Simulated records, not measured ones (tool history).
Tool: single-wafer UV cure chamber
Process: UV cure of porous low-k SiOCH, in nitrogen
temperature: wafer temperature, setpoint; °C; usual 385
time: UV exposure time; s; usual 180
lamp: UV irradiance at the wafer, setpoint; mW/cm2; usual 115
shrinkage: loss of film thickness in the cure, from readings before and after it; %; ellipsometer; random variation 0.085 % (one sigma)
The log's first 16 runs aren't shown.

run,hour,temperature,time,lamp,wafers since the last listed run,hours since the UV bulbs were replaced,wafers since the quartz window was cleaned,shrinkage
17,243.3,399,285,115,46,2294.7,52,11.221
# hour 254.0: UV bulbs replaced
18,261.2,390,120,76,56,7.2,109,6.990
19,273.5,380,215,104,70,19.5,180,10.653
20,282.2,385,180,115,50,28.2,230,10.476
21,291.2,385,180,115,51,37.2,281,10.428
22,303.6,385,180,115,71,49.6,353,10.321
23,317.6,385,180,115,80,63.6,433,10.408
24,350.1,385,180,115,186,96.1,620,10.352
25,356.7,377,180,115,37,102.7,658,10.235
26,373.9,400,180,115,98,119.9,757,10.460
27,387.1,365,250,115,75,133.1,833,11.264
28,421.6,390,250,143,198,167.6,1031,12.797
29,429.5,377,260,136,45,175.5,1076,12.577
30,447.1,392,115,147,101,193.1,1177,9.479
31,460.0,385,150,115,74,206.0,1252,9.656
32,496.7,385,180,149,210,242.7,1463,11.501

3 ways to go on from here, each from the tool as it stands after run 32. What would each give?
A,497.2,385,95,115,2,243.2,1465,?
B,497.2,385,180,96,2,243.2,1465,?
C,497.2,385,115,138,2,243.2,1465,?

run,shrinkage
A,7.518
B,9.389
C,9.034
Without the tool's hidden state the same runs would have given:
run,shrinkage
A,7.713
B,9.595
C,9.238
